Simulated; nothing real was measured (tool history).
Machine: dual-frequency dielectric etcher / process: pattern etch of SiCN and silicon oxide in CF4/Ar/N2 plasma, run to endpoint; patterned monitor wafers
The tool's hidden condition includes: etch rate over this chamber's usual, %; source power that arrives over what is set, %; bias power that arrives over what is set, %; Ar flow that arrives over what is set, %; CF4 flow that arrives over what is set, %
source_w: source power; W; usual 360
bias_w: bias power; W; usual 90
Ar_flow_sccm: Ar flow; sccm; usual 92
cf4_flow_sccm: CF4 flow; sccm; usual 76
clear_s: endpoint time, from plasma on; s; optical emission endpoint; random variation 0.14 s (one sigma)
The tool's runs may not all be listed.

| run | hour | source_w | bias_w | Ar_flow_sccm | cf4_flow_sccm | wafers since the last listed run | hours since the last wet clean | hours since the last source power generator calibration | hours since the last bias power generator calibration | hours since the last Ar flow controller change | hours since the last CF4 flow controller change | hours since the last upper electrode change | incoming incoming film thickness, nm | clear_s |
|---|---|---|---|---|---|---|---|---|---|---|---|---|---|---|
| 1 | 0.0 | 360 | 90 | 92 | 76 | 0 | 105.0 | 2809.5 | 4147.5 | 3893.1 | 2346.0 | 3719.2 | 15.36 | 19.8 |
| 2 | 54.2 | 360 | 90 | 92 | 76 | 451 | 159.2 | 2863.7 | 4201.7 | 3947.3 | 2400.2 | 3773.4 | 15.24 | 19.5 |
| 3 | 106.4 | 360 | 90 | 92 | 76 | 434 | 211.4 | 2915.9 | 4253.9 | 3999.5 | 2452.4 | 3825.6 | 15.46 | 19.6 |
| 4 | 142.3 | 360 | 90 | 92 | 76 | 299 | 247.3 | 2951.8 | 4289.8 | 4035.4 | 2488.3 | 3861.5 | 15.42 | 19.7 |
| 5 | 209.5 | 360 | 90 | 92 | 76 | 559 | 314.5 | 3019.0 | 4357.0 | 4102.6 | 2555.5 | 3928.7 | 15.48 | 19.5 |
| 6 | 259.2 | 360 | 90 | 92 | 76 | 414 | 364.2 | 3068.7 | 4406.7 | 4152.3 | 2605.2 | 3978.4 | 15.32 | 19.3 |
| 7 | 324.7 | 360 | 90 | 107 | 76 | 545 | 429.7 | 3134.2 | 4472.2 | 4217.8 | 2670.7 | 4043.9 | 15.25 | 19.5 |
| 8 | 377.9 | 360 | 90 | 92 | 76 | 443 | 482.9 | 3187.4 | 4525.4 | 4271.0 | 2723.9 | 4097.1 | 15.28 | 19.0 |
|  | 414.3 | wet clean of the chamber |
| 9 | 428.6 | 360 | 90 | 92 | 76 | 222 | 14.3 | 3238.1 | 4576.1 | 4321.7 | 2774.6 | 4147.8 | 15.27 | 19.6 |
|  | 488.6 | bias power generator calibrated |
| 10 | 499.6 | 410 | 90 | 92 | 85 | 558 | 85.3 | 3309.1 | 11.0 | 4392.7 | 2845.6 | 4218.8 | 15.31 | 16.9 |
|  | 617.4 | CF4 flow controller replaced |
| 11 | 714.4 | 360 | 90 | 92 | 63 | 1739 | 300.1 | 3523.9 | 225.8 | 4607.5 | 97.0 | 4433.6 | 15.53 | 19.8 |

The next listed run, before its measurement:
| 12 | 743.7 | 430 | 90 | 92 | 92 | 244 | 329.4 | 3553.2 | 255.1 | 4636.8 | 126.3 | 4462.9 | 15.42 | ? |

clear_s: 16.0 s
Without the tool's hidden state the same run would have given clear_s 16.6 s.
